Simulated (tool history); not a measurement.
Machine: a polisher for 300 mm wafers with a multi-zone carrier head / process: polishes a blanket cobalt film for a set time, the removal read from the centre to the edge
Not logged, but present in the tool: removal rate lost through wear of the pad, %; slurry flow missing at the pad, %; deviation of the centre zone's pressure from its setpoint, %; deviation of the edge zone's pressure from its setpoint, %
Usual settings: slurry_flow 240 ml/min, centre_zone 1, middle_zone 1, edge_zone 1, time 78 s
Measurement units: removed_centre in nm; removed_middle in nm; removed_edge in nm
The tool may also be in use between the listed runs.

run	hour	slurry_flow	centre_zone	middle_zone	edge_zone	time	wafers since the last listed run	wafers polished on this pad	hours since the slurry nozzle was cleaned	hours since the centre zone pressure was calibrated	hours since the edge zone pressure was calibrated	hours since the carrier head's membrane was replaced	incoming thickness of the incoming film, nm	removed_centre	removed_middle	removed_edge
1	0	240	1	1	1	78	0	819	164.4	272.6	383.6	813.1	1578.5	341.7	330.9	337.7
2	12.4	240	1	1	1	78	159	979	176.8	285	396	825.5	1564.9	341.6	334	338.4
3	20.3	240	1	1	1	78	101	1081	184.7	292.9	403.9	833.4	1545.1	344.5	337.8	338.1
# hour 29.8: worn pad replaced by a new one
4	37.6	240	1	1	1	78	171	99	202	310.2	421.2	850.7	1556.4	347.7	331.7	342.6
5	46.6	240	1	1	1	78	115	215	211	319.2	430.2	859.7	1583.4	342.1	340.8	337.9
6	61.8	240	1.08	1	1	85	195	411	226.2	334.4	445.4	874.9	1560.7	388	377.7	368.3
7	77.5	210	1	1	1	78	202	613	241.9	350.1	461.1	890.6	1572.1	339.3	335.8	335.5
8	86.1	240	1	0.88	0.9	78	110	723	250.5	358.7	469.7	899.2	1541.1	336.5	311.2	330.6
# hour 88.6: edge zone pressure recalibrated
# hour 130.6: worn pad replaced by a new one
9	131.1	290	1	0.93	1	78	501	6	295.5	403.7	42.5	944.2	1564.3	350.3	329.1	343.8
10	139.7	240	1	1	1	78	110	117	304.1	412.3	51.1	952.8	1548.1	342.4	330.9	341.4
# hour 154: carrier head's membrane replaced by a new one
11	157.5	285	1	1	1	51	164	282	321.9	430.1	68.9	3.5	1541.6	229.5	217.6	224.9
# hour 176: slurry nozzle cleaned
12	184.2	240	1	1	1	78	330	612	8.2	456.8	95.6	30.2	1586.7	329.9	338.1	338.6
# hour 187: centre zone pressure recalibrated
13	194	175	1	1.04	0.91	98	100	713	18	7	105.4	40	1568.2	411.3	412	396
14	204.8	240	1.12	1	1	78	138	852	28.8	17.8	116.2	50.8	1559.7	382.4	332.7	338.8
15	213.9	240	0.93	1	0.9	78	117	969	37.9	26.9	125.3	59.9	1545.4	320.7	331.8	325.6
# hour 222.8: worn pad replaced by a new one
16	224.2	320	1	1.08	1.09	78	81	18	48.2	37.2	135.6	70.2	1535.4	356.5	374.2	360.2
17	236.9	285	1	1	1.11	78	163	181	60.9	49.9	148.3	82.9	1559.7	350.1	340.3	355.9
18	243.5	240	1	1	1	69	84	266	67.5	56.5	154.9	89.5	1565.2	302.7	297.6	299.5
19	254.3	240	1	1.03	1	78	138	405	78.3	67.3	165.7	100.3	1569.5	345.2	344.8	336.4
20	269.4	175	1	1	1	86	194	599	93.4	82.4	180.8	115.4	1524.2	361.3	349.5	362.5
21	281.8	240	1.12	0.9	1	78	159	759	105.8	94.8	193.2	127.8	1563.7	392.2	308.3	342.6
22	288.9	240	1	1	1	69	91	850	112.9	101.9	200.3	134.9	1560.8	309	298	301.9
23	300.3	290	1	1	1	96	146	997	124.3	113.3	211.7	146.3	1547.8	432.2	423.7	424.7

Predict each of these 3 candidate next runs independently; none follows another, all start after run 23:
A	300.7	240	1	0.95	1	78	5	1002	124.7	113.7	212.1	146.7	1544.7	?	?	?
B	300.7	240	1	1	0.93	53	5	1002	124.7	113.7	212.1	146.7	1544.7	?	?	?
C	300.7	210	0.94	1	1	63	5	1002	124.7	113.7	212.1	146.7	1544.7	?	?	?

run	removed_centre	removed_middle	removed_edge
A	346	322.1	343.8
B	235.2	228.5	228.1
C	257.1	266.5	273.5
Had the tool no hidden state, the same runs would have come out as:
run	removed_centre	removed_middle	removed_edge
A	346	322.1	343.8
B	235.2	228.5	228.1
C	257.1	266.5	273.5

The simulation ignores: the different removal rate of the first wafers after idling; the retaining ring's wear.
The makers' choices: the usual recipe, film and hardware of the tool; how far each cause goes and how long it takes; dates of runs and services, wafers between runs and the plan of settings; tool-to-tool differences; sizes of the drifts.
